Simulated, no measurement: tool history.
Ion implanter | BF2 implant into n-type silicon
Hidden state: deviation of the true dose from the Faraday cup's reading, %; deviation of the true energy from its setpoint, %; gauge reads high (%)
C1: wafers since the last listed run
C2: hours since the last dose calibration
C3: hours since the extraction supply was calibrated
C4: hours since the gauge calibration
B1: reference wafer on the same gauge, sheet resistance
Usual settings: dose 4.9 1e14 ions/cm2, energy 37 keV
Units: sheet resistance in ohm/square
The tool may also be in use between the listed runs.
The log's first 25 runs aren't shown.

run 26 hour=2314.3 | dose=3.99 energy=29 | C1=1125 C2=1551 C3=650.4 C4=1203.2 | B1=231.21 | sheet_resistance=296.3
run 27 hour=2399.6 | dose=6.3 energy=33 | C1=1363 C2=1636.3 C3=735.7 C4=1288.5 | B1=231.14 | sheet_resistance=205.18
-- hour=2510.8 Faraday cup replaced and dose calibrated
run 28 hour=2680.5 | dose=4.9 energy=37 | C1=4361 C2=169.7 C3=1016.6 C4=1569.4 | B1=231.01 | sheet_resistance=242.2
run 29 hour=2761.7 | dose=5.63 energy=49.5 | C1=1297 C2=250.9 C3=1097.8 C4=1650.6 | B1=230.98 | sheet_resistance=207.49
run 30 hour=2825.4 | dose=6.22 energy=29.5 | C1=1018 C2=314.6 C3=1161.5 C4=1714.3 | B1=231.03 | sheet_resistance=213.58
run 31 hour=2912.7 | dose=4.9 energy=37 | C1=1395 C2=401.9 C3=1248.8 C4=1801.6 | B1=230.94 | sheet_resistance=240.61
run 32 hour=2960.4 | dose=6.36 energy=44 | C1=762 C2=449.6 C3=1296.5 C4=1849.3 | B1=231.11 | sheet_resistance=191.01
-- hour=3019.7 gauge calibrated
run 33 hour=3025 | dose=4.9 energy=37 | C1=1032 C2=514.2 C3=1361.1 C4=5.3 | B1=230.94 | sheet_resistance=242.98
run 34 hour=3061.9 | dose=6.01 energy=44 | C1=589 C2=551.1 C3=1398 C4=42.2 | B1=230.97 | sheet_resistance=199.71
run 35 hour=3158.2 | dose=4.9 energy=37 | C1=1539 C2=647.4 C3=1494.3 C4=138.5 | B1=230.93 | sheet_resistance=241.88
run 36 hour=3218.3 | dose=4.9 energy=28 | C1=960 C2=707.5 C3=1554.4 C4=198.6 | B1=231.09 | sheet_resistance=254.32
run 37 hour=3313.6 | dose=4.9 energy=37 | C1=1523 C2=802.8 C3=1649.7 C4=293.9 | B1=230.91 | sheet_resistance=242.48

4 ways to go on from here, each from the tool as it stands after run 37. What would each give?
run A hour=3314 | dose=4.9 energy=49 | C1=6 C2=803.2 C3=1650.1 C4=294.3 | B1=? | sheet_resistance=?
run B hour=3314 | dose=4.9 energy=28.5 | C1=6 C2=803.2 C3=1650.1 C4=294.3 | B1=? | sheet_resistance=?
run C hour=3314 | dose=5.72 energy=49.5 | C1=6 C2=803.2 C3=1650.1 C4=294.3 | B1=? | sheet_resistance=?
run D hour=3314 | dose=3.86 energy=42 | C1=6 C2=803.2 C3=1650.1 C4=294.3 | B1=? | sheet_resistance=?

run=A B1=231.02 sheet_resistance=234.57
run=B B1=231.02 sheet_resistance=253.18
run=C B1=231.02 sheet_resistance=205.28
run=D B1=231.02 sheet_resistance=294.37
Without the tool's hidden state the same runs would have given:
run=A sheet_resistance=234.57
run=B sheet_resistance=253.18
run=C sheet_resistance=205.28
run=D sheet_resistance=294.37

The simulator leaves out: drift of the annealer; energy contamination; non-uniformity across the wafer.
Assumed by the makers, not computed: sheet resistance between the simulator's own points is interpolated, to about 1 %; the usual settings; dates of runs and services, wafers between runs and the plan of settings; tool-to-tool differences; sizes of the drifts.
